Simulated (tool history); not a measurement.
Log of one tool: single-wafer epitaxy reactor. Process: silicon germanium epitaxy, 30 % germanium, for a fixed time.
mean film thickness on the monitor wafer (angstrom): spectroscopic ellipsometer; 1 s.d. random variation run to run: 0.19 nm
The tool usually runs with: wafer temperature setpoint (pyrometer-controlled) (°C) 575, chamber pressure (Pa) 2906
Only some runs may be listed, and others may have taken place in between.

| run | hour | wafer temperature setpoint (pyrometer-controlled) (°C) | chamber pressure (Pa) | wafers since the last listed run | hours since the last pyrometer calibration | hours since the last manometer calibration | hours since the showerhead was replaced | hours since the gauge calibration | read-back reference wafer on the same gauge, thickness_nm | mean film thickness on the monitor wafer (angstrom) |
|---|---|---|---|---|---|---|---|---|---|---|
| 1 | 0 | 575 | 2906 | 0 | 2342.1 | 792.4 | 7378.5 | 269.2 | 33.991 | 393.53 |
| 2 | 11.8 | 575 | 2906 | 261 | 2353.9 | 804.2 | 7390.3 | 281 | 33.997 | 391.15 |
| 3 | 21.9 | 575 | 2906 | 223 | 2364 | 814.3 | 7400.4 | 291.1 | 34.024 | 394.04 |
|  | 38.3 | pyrometer calibrated |
| 4 | 38.8 | 578 | 2906 | 197 | 0.5 | 831.2 | 7417.3 | 308 | 34.025 | 381.21 |
| 5 | 43.9 | 575 | 2906 | 113 | 5.6 | 836.3 | 7422.4 | 313.1 | 33.99 | 360.67 |
| 6 | 60.8 | 575 | 2906 | 374 | 22.5 | 853.2 | 7439.3 | 330 | 34.056 | 360.88 |
|  | 82.2 | showerhead replaced |
| 7 | 82.7 | 575 | 2400 | 307 | 44.4 | 875.1 | 0.5 | 351.9 | 33.995 | 330.31 |
| 8 | 95.6 | 575 | 2400 | 285 | 57.3 | 888 | 13.4 | 364.8 | 33.963 | 329.53 |
|  | 133.4 | gauge calibrated |
| 9 | 147.8 | 571 | 2906 | 1156 | 109.5 | 940.2 | 65.6 | 14.4 | 34.015 | 337 |
| 10 | 165.7 | 571 | 2906 | 396 | 127.4 | 958.1 | 83.5 | 32.3 | 33.996 | 339.42 |
|  | 182.5 | capacitance manometer re-zeroed and calibrated |
| 11 | 183 | 575 | 2493 | 206 | 144.7 | 0.5 | 100.8 | 49.6 | 34.044 | 349.61 |
| 12 | 198 | 582 | 3093 | 332 | 159.7 | 15.5 | 115.8 | 64.6 | 34.035 | 435.56 |
| 13 | 211.6 | 575 | 2906 | 301 | 173.3 | 29.1 | 129.4 | 78.2 | 34.014 | 378.48 |
| 14 | 219.9 | 575 | 3173 | 183 | 181.6 | 37.4 | 137.7 | 86.5 | 34.002 | 394.15 |
| 15 | 227.7 | 567 | 3506 | 172 | 189.4 | 45.2 | 145.5 | 94.3 | 33.996 | 364.55 |
| 16 | 235.3 | 585 | 2360 | 168 | 197 | 52.8 | 153.1 | 101.9 | 33.98 | 405.64 |
| 17 | 242.4 | 568 | 3600 | 157 | 204.1 | 59.9 | 160.2 | 109 | 34.001 | 373.25 |
| 18 | 249.1 | 575 | 2906 | 148 | 210.8 | 66.6 | 166.9 | 115.7 | 34.004 | 380.08 |
| 19 | 258.6 | 587 | 2493 | 210 | 220.3 | 76.1 | 176.4 | 125.2 | 33.978 | 433.78 |
| 20 | 269 | 589 | 3560 | 230 | 230.7 | 86.5 | 186.8 | 135.6 | 34.024 | 528.86 |
| 21 | 282.1 | 562 | 2426 | 290 | 243.8 | 99.6 | 199.9 | 148.7 | 34.022 | 277.34 |
| 22 | 288.4 | 580 | 2253 | 139 | 250.1 | 105.9 | 206.2 | 155 | 34.023 | 366.13 |
| 23 | 305.5 | 588 | 3186 | 378 | 267.2 | 123 | 223.3 | 172.1 | 33.978 | 491.14 |
| 24 | 312.3 | 588 | 2573 | 150 | 274 | 129.8 | 230.1 | 178.9 | 34.003 | 446.23 |
| 25 | 323.9 | 575 | 2906 | 257 | 285.6 | 141.4 | 241.7 | 190.5 | 33.965 | 382.18 |
| 26 | 330.1 | 575 | 2906 | 137 | 291.8 | 147.6 | 247.9 | 196.7 | 33.993 | 382.98 |
| 27 | 347.4 | 565 | 3426 | 383 | 309.1 | 164.9 | 265.2 | 214 | 33.961 | 347.81 |
| 28 | 386.4 | 575 | 2906 | 864 | 348.1 | 203.9 | 304.2 | 253 | 34.006 | 384.88 |
| 29 | 400.6 | 575 | 2906 | 314 | 362.3 | 218.1 | 318.4 | 267.2 | 34.014 | 383.01 |
| 30 | 416.4 | 575 | 2506 | 350 | 378.1 | 233.9 | 334.2 | 283 | 34.028 | 355.02 |
| 31 | 431.2 | 563 | 3560 | 327 | 392.9 | 248.7 | 349 | 297.8 | 34.019 | 342.57 |
| 32 | 447.5 | 586 | 3226 | 361 | 409.2 | 265 | 365.3 | 314.1 | 33.971 | 484.24 |
| 33 | 462.1 | 567 | 3560 | 323 | 423.8 | 279.6 | 379.9 | 328.7 | 33.992 | 368.42 |
|  | 466.1 | gauge calibrated |
| 34 | 480 | 575 | 3413 | 396 | 441.7 | 297.5 | 397.8 | 13.9 | 33.976 | 414.43 |

Branching from run 34: 5 alternative next runs. What would each branch give?
| A | 480.4 | 575 | 2906 | 8 | 442.1 | 297.9 | 398.2 | 14.3 | ? | ? |
| B | 480.4 | 565 | 3600 | 8 | 442.1 | 297.9 | 398.2 | 14.3 | ? | ? |
| C | 480.4 | 588 | 2906 | 8 | 442.1 | 297.9 | 398.2 | 14.3 | ? | ? |
| D | 480.4 | 582 | 3413 | 8 | 442.1 | 297.9 | 398.2 | 14.3 | ? | ? |
| E | 480.4 | 575 | 2306 | 8 | 442.1 | 297.9 | 398.2 | 14.3 | ? | ? |

| run | read-back reference wafer on the same gauge, thickness_nm | mean film thickness on the monitor wafer (angstrom) |
|---|---|---|
| A | 34.012 | 384.9 |
| B | 34.012 | 358.19 |
| C | 34.012 | 478.53 |
| D | 34.012 | 466.88 |
| E | 34.012 | 344.04 |
Stripped of hidden state, with their random variation kept, the same runs would have yielded:
| run | mean film thickness on the monitor wafer (angstrom) |
|---|---|
| A | 374.57 |
| B | 348.36 |
| C | 466.06 |
| D | 454.55 |
| E | 334.81 |

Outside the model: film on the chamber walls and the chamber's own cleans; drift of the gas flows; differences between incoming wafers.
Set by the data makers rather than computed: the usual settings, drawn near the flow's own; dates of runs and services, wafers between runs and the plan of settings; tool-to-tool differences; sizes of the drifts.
